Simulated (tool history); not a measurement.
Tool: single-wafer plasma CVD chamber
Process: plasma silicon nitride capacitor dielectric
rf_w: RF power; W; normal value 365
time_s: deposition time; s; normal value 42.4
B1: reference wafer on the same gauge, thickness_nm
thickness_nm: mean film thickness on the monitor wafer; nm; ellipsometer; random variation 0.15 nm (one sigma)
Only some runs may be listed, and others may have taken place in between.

run 1 day=0.000 | rf_w=365 time_s=36.7 | B1=52.842 | thickness_nm=47.739
run 2 day=1.229 | rf_w=365 time_s=42.4 | B1=52.902 | thickness_nm=55.400
run 3 day=1.729 | rf_w=365 time_s=42.4 | B1=52.881 | thickness_nm=55.439
run 4 day=2.029 | rf_w=365 time_s=42.4 | B1=52.864 | thickness_nm=55.387
run 5 day=2.638 | rf_w=380 time_s=36.6 | B1=52.925 | thickness_nm=48.549
run 6 day=3.808 | rf_w=380 time_s=36.6 | B1=52.887 | thickness_nm=48.661
run 7 day=4.296 | rf_w=365 time_s=42.4 | B1=52.938 | thickness_nm=55.345
run 8 day=5.046 | rf_w=365 time_s=42.4 | B1=52.892 | thickness_nm=55.272
-- day=5.538 gauge calibrated
run 9 day=5.750 | rf_w=365 time_s=39.0 | B1=52.931 | thickness_nm=50.655
-- day=6.333 RF generator calibrated
-- day=6.562 showerhead replaced
run 10 day=6.583 | rf_w=365 time_s=39.0 | B1=52.886 | thickness_nm=52.476
run 11 day=6.804 | rf_w=365 time_s=39.0 | B1=52.890 | thickness_nm=52.632
run 12 day=7.467 | rf_w=365 time_s=42.4 | B1=52.924 | thickness_nm=57.022
run 13 day=8.175 | rf_w=380 time_s=36.6 | B1=52.898 | thickness_nm=49.969
run 14 day=10.242 | rf_w=300 time_s=42.4 | B1=52.844 | thickness_nm=52.745
run 15 day=10.646 | rf_w=400 time_s=39.4 | B1=52.884 | thickness_nm=54.826
run 16 day=11.133 | rf_w=310 time_s=50.2 | B1=52.915 | thickness_nm=62.932
run 17 day=11.625 | rf_w=410 time_s=47.4 | B1=52.920 | thickness_nm=66.440
run 18 day=11.925 | rf_w=365 time_s=42.4 | B1=52.914 | thickness_nm=56.710
run 19 day=12.200 | rf_w=415 time_s=49.8 | B1=52.895 | thickness_nm=69.941
run 20 day=12.554 | rf_w=365 time_s=42.4 | B1=52.892 | thickness_nm=56.686
run 21 day=13.167 | rf_w=365 time_s=44.8 | B1=52.916 | thickness_nm=60.103
run 22 day=13.862 | rf_w=420 time_s=38.3 | B1=52.908 | thickness_nm=53.766
run 23 day=14.529 | rf_w=365 time_s=42.4 | B1=52.898 | thickness_nm=56.577

3 options for the next run, each taken on its own from the tool as it stands now. Forecast them:
run A day=14.546 | rf_w=365 time_s=39.5 | B1=? | thickness_nm=?
run B day=14.546 | rf_w=345 time_s=42.4 | B1=? | thickness_nm=?
run C day=14.546 | rf_w=340 time_s=37.7 | B1=? | thickness_nm=?

run=A B1=52.899 thickness_nm=52.587
run=B B1=52.899 thickness_nm=55.194
run=C B1=52.899 thickness_nm=48.787
Without the tool's hidden state the same runs would have given:
run=A thickness_nm=53.312
run=B thickness_nm=55.955
run=C thickness_nm=49.460
